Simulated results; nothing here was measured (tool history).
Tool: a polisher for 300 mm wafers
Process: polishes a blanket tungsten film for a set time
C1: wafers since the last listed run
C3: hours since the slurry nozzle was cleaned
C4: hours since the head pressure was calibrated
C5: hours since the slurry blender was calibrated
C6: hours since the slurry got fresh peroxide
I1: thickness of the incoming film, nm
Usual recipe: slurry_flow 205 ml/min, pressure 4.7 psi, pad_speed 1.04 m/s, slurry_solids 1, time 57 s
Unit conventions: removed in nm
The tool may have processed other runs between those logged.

Run 1, hour 0: usual settings but time 49 s; C1 0; wafers polished on this pad 2479; C3 594.1; C4 270.3; C5 137.6; C6 285.2; I1 1004.2. Result: removed 339.1 nm.
Run 2, hour 44.2: usual settings but time 49 s; C1 375; wafers polished on this pad 2855; C3 638.3; C4 314.5; C5 181.8; C6 329.4; I1 1019.8. Result: removed 341.3 nm.
Run 3, hour 112.1: usual settings but time 49 s; C1 577; wafers polished on this pad 3432; C3 706.2; C4 382.4; C5 249.7; C6 397.3; I1 1027.2. Result: removed 343 nm.
Run 4, hour 149.3: usual settings but time 50 s; C1 316; wafers polished on this pad 3748; C3 743.4; C4 419.6; C5 286.9; C6 434.5; I1 1006. Result: removed 346.4 nm.
At hour 181.9: slurry tank refilled with fresh slurry and peroxide.
At hour 194.3: worn pad replaced by a new one.
Run 5, hour 233.2: usual settings but time 50 s; C1 670; wafers polished on this pad 330; C3 827.3; C4 503.5; C5 370.8; C6 51.3; I1 1012.2. Result: removed 341.7 nm.
At hour 247.2: slurry nozzle cleaned.
Run 6, hour 271.8: usual settings but time 50 s; C1 319; wafers polished on this pad 650; C3 24.6; C4 542.1; C5 409.4; C6 89.9; I1 1023.4. Result: removed 358.6 nm.
Run 7, hour 315.5: usual settings but pad_speed 0.84 m/s; C1 371; wafers polished on this pad 1021; C3 68.3; C4 585.8; C5 453.1; C6 133.6; I1 998.7. Result: removed 329.3 nm.
Run 8, hour 356.9: usual settings but pad_speed 0.84 m/s; C1 351; wafers polished on this pad 1373; C3 109.7; C4 627.2; C5 494.5; C6 175; I1 1000. Result: removed 331.4 nm.
At hour 388.2: slurry blender recalibrated.
Run 9, hour 443.4: usual settings but pad_speed 0.84 m/s; C1 718; wafers polished on this pad 2091; C3 196.2; C4 713.7; C5 55.2; C6 261.5; I1 1016.2. Result: removed 331.4 nm.
Run 10, hour 550.5: usual settings; C1 910; wafers polished on this pad 3002; C3 303.3; C4 820.8; C5 162.3; C6 368.6; I1 1022.2. Result: removed 407.2 nm.
At hour 561.3: head pressure recalibrated.
Run 11, hour 616.9: usual settings; C1 547; wafers polished on this pad 3549; C3 369.7; C4 55.6; C5 228.7; C6 435; I1 1002.1. Result: removed 407.9 nm.
At hour 643.1: slurry tank refilled with fresh slurry and peroxide.
At hour 648.6: worn pad replaced by a new one.
Run 12, hour 661: usual settings but pad_speed 1.32 m/s; C1 332; wafers polished on this pad 105; C3 413.8; C4 99.7; C5 272.8; C6 17.9; I1 1015.4. Result: removed 500.1 nm.
Run 13, hour 720.6: usual settings; C1 506; wafers polished on this pad 611; C3 473.4; C4 159.3; C5 332.4; C6 77.5; I1 1008.4. Result: removed 403.1 nm.
Run 14, hour 773.5: usual settings but pressure 3.6 psi, time 64 s; C1 449; wafers polished on this pad 1061; C3 526.3; C4 212.2; C5 385.3; C6 130.4; I1 1002.1. Result: removed 373.8 nm.
At hour 811.8: slurry blender recalibrated.
Run 15, hour 880.5: usual settings but slurry_flow 185 ml/min; C1 892; wafers polished on this pad 1953; C3 633.3; C4 319.2; C5 68.7; C6 237.4; I1 997.3. Result: removed 390.3 nm.
Run 16, hour 949.1: usual settings; C1 583; wafers polished on this pad 2537; C3 701.9; C4 387.8; C5 137.3; C6 306; I1 995.1. Result: removed 396 nm.
Run 17, hour 1021.7: usual settings but pressure 3.8 psi, slurry_solids 0.8; C1 617; wafers polished on this pad 3154; C3 774.5; C4 460.4; C5 209.9; C6 378.6; I1 1028. Result: removed 318.5 nm.
At hour 1088.6: slurry tank refilled with fresh slurry and peroxide.
At hour 1091.1: worn pad replaced by a new one.
At hour 1092.3: slurry nozzle cleaned.
Run 18, hour 1110.4: usual settings but slurry_solids 1.3; C1 715; wafers polished on this pad 155; C3 18.1; C4 549.1; C5 298.6; C6 21.8; I1 994.4. Result: removed 441.2 nm.
Run 19, hour 1308.3: usual settings but pad_speed 0.86 m/s, slurry_solids 0.85; C1 1681; wafers polished on this pad 1837; C3 216; C4 747; C5 496.5; C6 219.7; I1 1010.4. Result: removed 326 nm.
At hour 1340: slurry blender recalibrated.
Run 20, hour 1384.2: usual settings but pad_speed 0.84 m/s; C1 628; wafers polished on this pad 2465; C3 291.9; C4 822.9; C5 44.2; C6 295.6; I1 1030.5. Result: removed 329.5 nm.
At hour 1415: head pressure recalibrated.
Run 21, hour 1476.5: usual settings but pressure 4.2 psi, slurry_solids 0.8, time 41 s; C1 767; wafers polished on this pad 3233; C3 384.2; C4 61.5; C5 136.5; C6 387.9; I1 1010.8. Result: removed 256.2 nm.
Run 22, hour 1554.3: usual settings but time 50 s; C1 661; wafers polished on this pad 3894; C3 462; C4 139.3; C5 214.3; C6 465.7; I1 1003.3. Result: removed 346.4 nm.
At hour 1562.1: slurry tank refilled with fresh slurry and peroxide.
At hour 1621.8: worn pad replaced by a new one.
Run 23, hour 1653.6: usual settings but slurry_flow 155 ml/min, pressure 6 psi, slurry_solids 0.9; C1 801; wafers polished on this pad 270; C3 561.3; C4 238.6; C5 313.6; C6 91.5; I1 1020.4. Result: removed 458.5 nm.
At hour 1736.5: slurry nozzle cleaned.
Run 24, hour 1744.2: usual settings; C1 761; wafers polished on this pad 1031; C3 7.7; C4 329.2; C5 404.2; C6 182.1; I1 1010.9. Result: removed 418 nm.
At hour 1778.7: slurry blender recalibrated.
Run 25, hour 1813.2: usual settings but pad_speed 1.16 m/s; C1 569; wafers polished on this pad 1601; C3 76.7; C4 398.2; C5 34.5; C6 251.1; I1 1009.7. Result: removed 462.5 nm.
Run 26, hour 1919.3: usual settings but pad_speed 1.32 m/s; C1 901; wafers polished on this pad 2503; C3 182.8; C4 504.3; C5 140.6; C6 357.2; I1 1000.1. Result: removed 518 nm.

Hidden state at the last listed run before each entry between runs and at the first one after, where it differs:
In the gap between runs 4 and 5: slurry tank refilled with fresh slurry and peroxide (hour 181.9); worn pad replaced by a new one (hour 194.3)
  slurry flow missing at the pad, %: 43.1 -> 47.6
  measured value less the no-hidden-state value, removed: -23 -> -26.5 nm
In the gap between runs 5 and 6: slurry nozzle cleaned (hour 247.2)
  slurry flow missing at the pad, %: 47.6 -> 2.51
  measured value less the no-hidden-state value, removed: -26.5 -> -0.9 nm
In the gap between runs 8 and 9: slurry blender recalibrated (hour 388.2)
  slurry flow missing at the pad, %: 7.07 -> 11.7
  measured value less the no-hidden-state value, removed: -2.4 -> -4.3 nm
In the gap between runs 10 and 11: head pressure recalibrated (hour 561.3)
  slurry flow missing at the pad, %: 17.4 -> 21
  measured value less the no-hidden-state value, removed: -8.3 -> -10.4 nm
In the gap between runs 11 and 12: slurry tank refilled with fresh slurry and peroxide (hour 643.1); worn pad replaced by a new one (hour 648.6)
  slurry flow missing at the pad, %: 21 -> 23.4
  measured value less the no-hidden-state value, removed: -10.4 -> -14.4 nm
In the gap between runs 14 and 15: slurry blender recalibrated (hour 811.8)
  slurry flow missing at the pad, %: 29.4 -> 35.1
  measured value less the no-hidden-state value, removed: -14.5 -> -20.7 nm
In the gap between runs 17 and 18: slurry tank refilled with fresh slurry and peroxide (hour 1088.6); worn pad replaced by a new one (hour 1091.1); slurry nozzle cleaned (hour 1092.3)
  slurry flow missing at the pad, %: 42.7 -> 6.11
  measured value less the no-hidden-state value, removed: -20.9 -> -2.9 nm
In the gap between runs 19 and 20: slurry blender recalibrated (hour 1340)
  slurry flow missing at the pad, %: 16.7 -> 20.8
  measured value less the no-hidden-state value, removed: -6.3 -> -8.3 nm
In the gap between runs 20 and 21: head pressure recalibrated (hour 1415)
  slurry flow missing at the pad, %: 20.8 -> 25.7
  measured value less the no-hidden-state value, removed: -8.3 -> -8.3 nm
In the gap between runs 22 and 23: slurry tank refilled with fresh slurry and peroxide (hour 1562.1); worn pad replaced by a new one (hour 1621.8)
  slurry flow missing at the pad, %: 29.9 -> 35.2
  measured value less the no-hidden-state value, removed: -13.6 -> -27.6 nm
In the gap between runs 23 and 24: slurry nozzle cleaned (hour 1736.5)
  slurry flow missing at the pad, %: 35.2 -> 2.05
  measured value less the no-hidden-state value, removed: -27.6 -> -0.9 nm
In the gap between runs 24 and 25: slurry blender recalibrated (hour 1778.7)
  slurry flow missing at the pad, %: 2.05 -> 5.74
  measured value less the no-hidden-state value, removed: -0.9 -> -2.8 nm
